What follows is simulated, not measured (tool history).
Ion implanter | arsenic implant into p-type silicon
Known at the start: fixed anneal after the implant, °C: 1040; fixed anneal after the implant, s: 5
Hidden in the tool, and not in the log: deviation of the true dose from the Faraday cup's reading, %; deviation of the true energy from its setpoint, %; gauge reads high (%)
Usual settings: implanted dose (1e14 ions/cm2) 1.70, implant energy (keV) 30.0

| run | hour | implanted dose (1e14 ions/cm2) | implant energy (keV) | wafers since the last listed run | hours since the last dose calibration | hours since the extraction supply was calibrated | hours since the gauge calibration | read-back reference wafer on the same gauge, sheet resistance | sheet resistance of the implanted and annealed layer (ohm/square) |
|---|---|---|---|---|---|---|---|---|---|
| 1 | 0.0 | 1.70 | 30.0 | 0 | 1658.0 | 5272.1 | 628.2 | 504.00 | 479.82 |
| 2 | 53.2 | 1.70 | 30.0 | 1139 | 1711.2 | 5325.3 | 681.4 | 503.89 | 480.01 |
| 3 | 123.1 | 1.70 | 30.0 | 1496 | 1781.1 | 5395.2 | 751.3 | 504.21 | 478.71 |
| 4 | 190.4 | 1.70 | 30.0 | 1441 | 1848.4 | 5462.5 | 818.6 | 504.08 | 477.36 |
| 5 | 253.3 | 1.70 | 26.5 | 1346 | 1911.3 | 5525.4 | 881.5 | 503.81 | 485.61 |
| 6 | 300.6 | 1.70 | 26.5 | 1012 | 1958.6 | 5572.7 | 928.8 | 503.89 | 483.59 |
|  | 332.4 | gauge calibrated |
| 7 | 346.5 | 1.70 | 34.5 | 982 | 2004.5 | 5618.6 | 14.1 | 503.93 | 464.23 |
| 8 | 391.2 | 1.70 | 34.5 | 957 | 2049.2 | 5663.3 | 58.8 | 503.88 | 463.68 |
| 9 | 436.7 | 1.70 | 30.0 | 974 | 2094.7 | 5708.8 | 104.3 | 503.99 | 473.19 |
|  | 470.8 | extraction supply calibrated |
| 10 | 472.6 | 2.11 | 30.0 | 597 | 2130.6 | 1.8 | 140.2 | 503.83 | 404.34 |
| 11 | 531.8 | 1.70 | 30.0 | 1267 | 2189.8 | 61.0 | 199.4 | 503.84 | 472.28 |
|  | 589.5 | Faraday cup replaced and dose calibrated |
| 12 | 599.0 | 2.10 | 38.0 | 1267 | 9.5 | 128.2 | 266.6 | 504.02 | 408.03 |
| 13 | 627.6 | 2.02 | 34.0 | 612 | 38.1 | 156.8 | 295.2 | 503.90 | 426.51 |
| 14 | 686.9 | 1.70 | 30.0 | 1269 | 97.4 | 216.1 | 354.5 | 504.03 | 493.29 |
| 15 | 727.1 | 1.47 | 27.0 | 860 | 137.6 | 256.3 | 394.7 | 503.99 | 555.98 |
| 16 | 761.2 | 1.70 | 30.0 | 730 | 171.7 | 290.4 | 428.8 | 503.97 | 492.16 |
| 17 | 818.1 | 1.97 | 30.0 | 1218 | 228.6 | 347.3 | 485.7 | 504.13 | 444.54 |

Forecast each of these 5 alternatives for the next run:
| A | 818.5 | 1.70 | 20.0 | 8 | 229.0 | 347.7 | 486.1 | ? | ? |
| B | 818.5 | 2.01 | 25.5 | 8 | 229.0 | 347.7 | 486.1 | ? | ? |
| C | 818.5 | 2.14 | 30.0 | 8 | 229.0 | 347.7 | 486.1 | ? | ? |
| D | 818.5 | 2.08 | 20.0 | 8 | 229.0 | 347.7 | 486.1 | ? | ? |
| E | 818.5 | 1.93 | 34.5 | 8 | 229.0 | 347.7 | 486.1 | ? | ? |

| run | read-back reference wafer on the same gauge, sheet resistance | sheet resistance of the implanted and annealed layer (ohm/square) |
|---|---|---|
| A | 503.81 | 525.39 |
| B | 503.81 | 448.15 |
| C | 503.81 | 417.77 |
| D | 503.81 | 452.50 |
| E | 503.81 | 440.58 |
Without the tool's hidden state the same runs would have given:
| run | sheet resistance of the implanted and annealed layer (ohm/square) |
|---|---|
| A | 523.52 |
| B | 446.56 |
| C | 416.29 |
| D | 450.87 |
| E | 439.04 |
